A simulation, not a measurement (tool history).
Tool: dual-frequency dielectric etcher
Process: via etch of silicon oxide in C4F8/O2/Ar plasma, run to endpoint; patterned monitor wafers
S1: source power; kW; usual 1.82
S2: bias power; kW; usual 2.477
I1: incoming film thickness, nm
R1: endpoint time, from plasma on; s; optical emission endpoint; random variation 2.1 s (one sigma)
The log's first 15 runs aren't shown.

run 16 hour=969.9 | S1=1.82 S2=2.965 | I1=1506.8 | R1=283.5
run 17 hour=1035.6 | S1=1.42 S2=2.074 | I1=1509.6 | R1=358.1
run 18 hour=1081.7 | S1=1.82 S2=2.477 | I1=1508.6 | R1=304.6
run 19 hour=1117.7 | S1=1.6 S2=2.273 | I1=1496.1 | R1=330.3
run 20 hour=1168.1 | S1=1.69 S2=2.477 | I1=1490.5 | R1=311.1
run 21 hour=1215.7 | S1=1.82 S2=2.477 | I1=1489.5 | R1=304.3
-- hour=1256.7 bias power generator calibrated
run 22 hour=1257.2 | S1=2.18 S2=2.477 | I1=1494 | R1=281.9
run 23 hour=1288 | S1=2.26 S2=3.029 | I1=1493 | R1=262.1
-- hour=1330.7 upper electrode replaced
run 24 hour=1348.1 | S1=2.27 S2=2.477 | I1=1493.6 | R1=280.7
run 25 hour=1404.7 | S1=1.82 S2=2.477 | I1=1487.8 | R1=305.4
-- hour=1462.1 wet clean of the chamber
run 26 hour=1471.3 | S1=1.82 S2=2.477 | I1=1496.7 | R1=297.2
run 27 hour=1517.6 | S1=1.82 S2=2.477 | I1=1517.6 | R1=300.1
run 28 hour=1585 | S1=1.56 S2=2.048 | I1=1492.7 | R1=334.2
run 29 hour=1668.5 | S1=1.55 S2=2.299 | I1=1494.9 | R1=329.2
run 30 hour=1709.1 | S1=2.24 S2=2.477 | I1=1489 | R1=276.3
run 31 hour=1763.4 | S1=1.82 S2=1.918 | I1=1501.5 | R1=331.7
run 32 hour=1828.6 | S1=2.18 S2=2.011 | I1=1506.5 | R1=303.1
run 33 hour=1863.2 | S1=1.82 S2=2.477 | I1=1490.2 | R1=304.7
run 34 hour=1911.2 | S1=1.82 S2=1.991 | I1=1474.4 | R1=320.3
run 35 hour=1940.2 | S1=1.99 S2=2.02 | I1=1507.2 | R1=311.4

4 ways to go on from here, each from the tool as it stands after run 35. What would each give?
run A hour=1940.7 | S1=1.82 S2=2.477 | I1=1523.6 | R1=?
run B hour=1940.7 | S1=1.52 S2=1.984 | I1=1523.6 | R1=?
run C hour=1940.7 | S1=1.82 S2=2.296 | I1=1523.6 | R1=?
run D hour=1940.7 | S1=2.24 S2=2.264 | I1=1523.6 | R1=?

run=A R1=313.6
run=B R1=360.1
run=C R1=320.3
run=D R1=294.2
Without the tool's hidden state the same runs would have given:
run=A R1=306.1
run=B R1=351.4
run=C R1=312.5
run=D R1=287.1
